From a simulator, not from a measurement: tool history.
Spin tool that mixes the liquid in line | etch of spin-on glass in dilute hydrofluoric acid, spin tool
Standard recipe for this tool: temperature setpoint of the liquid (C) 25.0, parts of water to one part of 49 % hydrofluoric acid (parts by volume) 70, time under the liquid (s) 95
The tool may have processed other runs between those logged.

| run | hour | temperature setpoint of the liquid (C) | parts of water to one part of 49 % hydrofluoric acid (parts by volume) | time under the liquid (s) | wafers since the last listed run | hours since the thermometer was replaced | hours since the hydrofluoric acid flow meter was replaced | hours since the gauge calibration | read-back film thickness of the spin-on glass reference wafer, read on the same gauge (nm) | thickness taken off the spin-on glass on a monitor wafer (nm) |
|---|---|---|---|---|---|---|---|---|---|---|
| 1 | 0.0 | 28.0 | 70 | 95 | 0 | 1177.8 | 2436.2 | 38.7 | 60.00 | 58.27 |
| 2 | 15.6 | 28.0 | 70 | 95 | 95 | 1193.4 | 2451.8 | 54.3 | 60.00 | 58.33 |
| 3 | 33.5 | 27.5 | 70 | 95 | 109 | 1211.3 | 2469.7 | 72.2 | 60.01 | 57.55 |
| 4 | 47.8 | 27.5 | 70 | 95 | 87 | 1225.6 | 2484.0 | 86.5 | 59.99 | 57.50 |
| 5 | 59.6 | 25.0 | 70 | 95 | 72 | 1237.4 | 2495.8 | 98.3 | 60.00 | 51.91 |
| 6 | 74.3 | 25.0 | 70 | 95 | 90 | 1252.1 | 2510.5 | 113.0 | 59.98 | 52.14 |
| 7 | 84.5 | 25.0 | 70 | 95 | 62 | 1262.3 | 2520.7 | 123.2 | 59.99 | 52.28 |
|  | 92.3 | hydrofluoric acid flow meter replaced |
| 8 | 100.0 | 25.0 | 70 | 95 | 88 | 1277.8 | 7.7 | 138.7 | 60.00 | 52.53 |
| 9 | 108.4 | 25.0 | 70 | 95 | 51 | 1286.2 | 16.1 | 147.1 | 60.00 | 52.15 |
| 10 | 122.2 | 25.0 | 70 | 95 | 84 | 1300.0 | 29.9 | 160.9 | 59.99 | 52.38 |
| 11 | 138.8 | 25.0 | 70 | 95 | 101 | 1316.6 | 46.5 | 177.5 | 59.99 | 52.42 |
| 12 | 154.9 | 25.0 | 70 | 95 | 98 | 1332.7 | 62.6 | 193.6 | 60.00 | 52.67 |
| 13 | 168.5 | 25.0 | 85 | 70 | 83 | 1346.3 | 76.2 | 207.2 | 60.03 | 31.30 |
| 14 | 177.0 | 28.0 | 70 | 95 | 52 | 1354.8 | 84.7 | 215.7 | 59.99 | 59.12 |
| 15 | 194.4 | 21.0 | 100 | 60 | 106 | 1372.2 | 102.1 | 233.1 | 59.99 | 19.03 |
| 16 | 205.7 | 25.0 | 70 | 95 | 69 | 1383.5 | 113.4 | 244.4 | 60.02 | 52.54 |
| 17 | 220.8 | 27.5 | 85 | 125 | 92 | 1398.6 | 128.5 | 259.5 | 60.00 | 61.52 |
| 18 | 230.4 | 25.0 | 70 | 95 | 58 | 1408.2 | 138.1 | 269.1 | 59.98 | 53.21 |
|  | 234.0 | thermometer replaced |
|  | 234.3 | gauge calibrated |
| 19 | 245.1 | 25.0 | 70 | 125 | 84 | 11.1 | 152.8 | 10.8 | 60.01 | 63.20 |
| 20 | 251.2 | 25.0 | 70 | 95 | 37 | 17.2 | 158.9 | 16.9 | 59.99 | 48.60 |
| 21 | 259.3 | 23.5 | 70 | 95 | 49 | 25.3 | 167.0 | 25.0 | 60.01 | 45.78 |
| 22 | 266.8 | 25.0 | 70 | 65 | 46 | 32.8 | 174.5 | 32.5 | 60.00 | 33.16 |
| 23 | 276.7 | 25.0 | 95 | 120 | 60 | 42.7 | 184.4 | 42.4 | 60.03 | 43.52 |
| 24 | 290.0 | 29.0 | 50 | 115 | 81 | 56.0 | 197.7 | 55.7 | 59.97 | 99.09 |
| 25 | 299.9 | 25.0 | 70 | 95 | 60 | 65.9 | 207.6 | 65.6 | 60.00 | 48.67 |

State the hidden condition of the tool at each of the runs:
hydrofluoric acid flow below the setpoint (%): 0, the same for each run
gauge reads high (%): 0, the same for each run
H1: liquid hotter than its thermometer reads (K)
| run | H1 |
|---|---|
| 1 | 2.2 |
| 2 | 2.23 |
| 3 | 2.26 |
| 4 | 2.28 |
| 5 | 2.3 |
| 6 | 2.32 |
| 7 | 2.34 |
| 8 | 2.37 |
| 9 | 2.38 |
| 10 | 2.4 |
| 11 | 2.43 |
| 12 | 2.46 |
| 13 | 2.48 |
| 14 | 2.49 |
| 15 | 2.52 |
| 16 | 2.54 |
| 17 | 2.56 |
| 18 | 2.58 |
| 19 | 0.383 |
| 20 | 0.393 |
| 21 | 0.406 |
| 22 | 0.418 |
| 23 | 0.434 |
| 24 | 0.456 |
| 25 | 0.473 |
